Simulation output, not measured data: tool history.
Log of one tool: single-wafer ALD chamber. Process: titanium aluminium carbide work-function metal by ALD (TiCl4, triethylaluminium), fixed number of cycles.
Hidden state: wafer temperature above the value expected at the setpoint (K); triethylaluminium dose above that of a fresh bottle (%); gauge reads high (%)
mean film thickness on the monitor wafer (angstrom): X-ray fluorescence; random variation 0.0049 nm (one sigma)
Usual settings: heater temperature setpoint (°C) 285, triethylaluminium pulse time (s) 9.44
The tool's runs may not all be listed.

| run | day | heater temperature setpoint (°C) | triethylaluminium pulse time (s) | wafers since the last listed run | hours since the last thermocouple change | hours since the last triethylaluminium bottle change | hours since the showerhead was replaced | hours since the gauge calibration | read-back reference wafer on the same gauge, thickness_nm | mean film thickness on the monitor wafer (angstrom) |
|---|---|---|---|---|---|---|---|---|---|---|
| 1 | 0.000 | 285 | 9.44 | 0 | 1493.5 | 1290.6 | 6065.1 | 330.9 | 2.140 | 18.74 |
| 2 | 0.608 | 285 | 9.44 | 126 | 1508.1 | 1305.2 | 6079.7 | 345.5 | 2.140 | 18.66 |
| 3 | 0.908 | 282 | 9.44 | 62 | 1515.3 | 1312.4 | 6086.9 | 352.7 | 2.142 | 18.39 |
| 4 | 1.633 | 282 | 9.44 | 150 | 1532.7 | 1329.8 | 6104.3 | 370.1 | 2.141 | 18.40 |
|  | 2.104 | showerhead replaced |
| 5 | 2.125 | 282 | 9.44 | 32 | 1544.5 | 1341.6 | 0.5 | 381.9 | 2.139 | 18.38 |
|  | 2.996 | gauge calibrated |
|  | 3.471 | triethylaluminium bottle replaced |
| 6 | 3.946 | 295 | 9.44 | 309 | 1588.2 | 11.4 | 44.2 | 22.8 | 2.141 | 18.53 |
| 7 | 4.575 | 295 | 9.44 | 130 | 1603.3 | 26.5 | 59.3 | 37.9 | 2.138 | 18.54 |
| 8 | 4.942 | 275 | 9.44 | 76 | 1612.1 | 35.3 | 68.1 | 46.7 | 2.139 | 16.98 |
| 9 | 5.412 | 275 | 9.44 | 97 | 1623.4 | 46.6 | 79.4 | 58.0 | 2.142 | 16.91 |
| 10 | 5.896 | 275 | 9.44 | 100 | 1635.0 | 58.2 | 91.0 | 69.6 | 2.140 | 16.90 |
| 11 | 6.342 | 285 | 9.44 | 92 | 1645.7 | 68.9 | 101.7 | 80.3 | 2.142 | 17.72 |
| 12 | 6.850 | 285 | 9.44 | 105 | 1657.9 | 81.1 | 113.9 | 92.5 | 2.142 | 17.81 |
| 13 | 7.304 | 299 | 9.44 | 94 | 1668.8 | 92.0 | 124.8 | 103.4 | 2.141 | 18.81 |
| 14 | 7.596 | 273 | 10.84 | 60 | 1675.8 | 99.0 | 131.8 | 110.4 | 2.138 | 17.40 |
| 15 | 7.896 | 273 | 9.44 | 62 | 1683.0 | 106.2 | 139.0 | 117.6 | 2.140 | 16.82 |
| 16 | 8.175 | 285 | 9.44 | 58 | 1689.7 | 112.9 | 145.7 | 124.3 | 2.142 | 17.78 |
| 17 | 8.600 | 272 | 8.41 | 88 | 1699.9 | 123.1 | 155.9 | 134.5 | 2.142 | 16.34 |
|  | 9.392 | triethylaluminium bottle replaced, repeated, since the last time left the tool worse |
|  | 9.608 | thermocouple changed; heater temperature recalibrated |
| 18 | 9.629 | 298 | 7.68 | 99 | 0.5 | 5.7 | 180.6 | 159.2 | 2.141 | 19.94 |
| 19 | 9.667 | 277 | 6.50 | 7 | 1.4 | 6.6 | 181.5 | 160.1 | 2.138 | 17.83 |

Forecast run 20:
| 20 | 10.138 | 274 | 12.84 | 97 | 12.7 | 17.9 | 192.8 | 171.4 | ? | ? |

{"run 20": {"read-back reference wafer on the same gauge, thickness_nm": 2.141, "mean film thickness on the monitor wafer (angstrom)": 18.92}}
Without the tool's hidden state the same run would have given mean film thickness on the monitor wafer (angstrom) 18.94.
